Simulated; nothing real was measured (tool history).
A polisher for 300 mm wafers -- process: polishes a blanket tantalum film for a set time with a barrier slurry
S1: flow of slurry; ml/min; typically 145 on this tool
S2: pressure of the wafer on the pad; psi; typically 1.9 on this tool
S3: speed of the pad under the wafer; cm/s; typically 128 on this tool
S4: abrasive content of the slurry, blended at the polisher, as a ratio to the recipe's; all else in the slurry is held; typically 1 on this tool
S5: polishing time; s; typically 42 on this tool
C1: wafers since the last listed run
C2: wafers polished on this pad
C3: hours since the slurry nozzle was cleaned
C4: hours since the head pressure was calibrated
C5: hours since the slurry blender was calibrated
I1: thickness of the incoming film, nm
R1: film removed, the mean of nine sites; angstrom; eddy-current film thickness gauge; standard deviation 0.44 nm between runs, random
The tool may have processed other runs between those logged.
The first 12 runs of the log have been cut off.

| run | hour | S1 | S2 | S3 | S4 | S5 | C1 | C2 | C3 | C4 | C5 | I1 | R1 |
|---|---|---|---|---|---|---|---|---|---|---|---|---|---|
| 13 | 189.5 | 145 | 1.2 | 128 | 0.85 | 42 | 159 | 1043 | 16.2 | 735.7 | 133.1 | 473.6 | 393 |
| 14 | 204.7 | 145 | 2.3 | 128 | 1.25 | 42 | 157 | 1201 | 31.4 | 750.9 | 148.3 | 462.5 | 823 |
|  | 222.4 | worn pad replaced by a new one |
| 15 | 222.9 | 145 | 1.5 | 96 | 0.75 | 35 | 147 | 4 | 49.6 | 769.1 | 166.5 | 463.3 | 323 |
| 16 | 231 | 145 | 1.9 | 128 | 1 | 29 | 84 | 88 | 57.7 | 777.2 | 174.6 | 471.7 | 482 |
| 17 | 239.8 | 145 | 1.9 | 128 | 1 | 42 | 91 | 180 | 66.5 | 786 | 183.4 | 466.5 | 693 |
| 18 | 254.6 | 145 | 1.3 | 84 | 1 | 42 | 153 | 333 | 81.3 | 800.8 | 198.2 | 470 | 304 |
| 19 | 267.5 | 145 | 1.9 | 128 | 1 | 42 | 133 | 467 | 94.2 | 813.7 | 211.1 | 467.1 | 672 |
|  | 272.1 | head pressure recalibrated |
| 20 | 277.4 | 145 | 1.9 | 94 | 0.9 | 55 | 81 | 549 | 104.1 | 5.3 | 221 | 468.6 | 629 |
| 21 | 287 | 120 | 1.9 | 128 | 1 | 54 | 99 | 649 | 113.7 | 14.9 | 230.6 | 472.7 | 827 |
| 22 | 299.4 | 145 | 1.4 | 128 | 1 | 49 | 128 | 777 | 126.1 | 27.3 | 243 | 466.2 | 569 |
| 23 | 310.6 | 145 | 1.9 | 128 | 1 | 42 | 116 | 894 | 137.3 | 38.5 | 254.2 | 468.4 | 658 |
| 24 | 328.3 | 145 | 1.9 | 128 | 1 | 42 | 183 | 1077 | 155 | 56.2 | 271.9 | 471.1 | 654 |
|  | 337.5 | worn pad replaced by a new one |
| 25 | 338 | 145 | 1.9 | 128 | 1.25 | 42 | 59 | 5 | 164.7 | 65.9 | 281.6 | 469.9 | 739 |
| 26 | 342.9 | 145 | 1.9 | 128 | 1 | 42 | 50 | 56 | 169.6 | 70.8 | 286.5 | 470.1 | 699 |
| 27 | 351.1 | 145 | 1.9 | 128 | 1 | 42 | 85 | 141 | 177.8 | 79 | 294.7 | 466.7 | 697 |

Estimate the outcome of run 28 from the log above:
| 28 | 364 | 145 | 1.3 | 146 | 1 | 42 | 133 | 275 | 190.7 | 91.9 | 307.6 | 470.5 | ? |

R1: 531 angstrom
Had the tool carried no hidden state, the very same run would have given R1 558 angstrom.
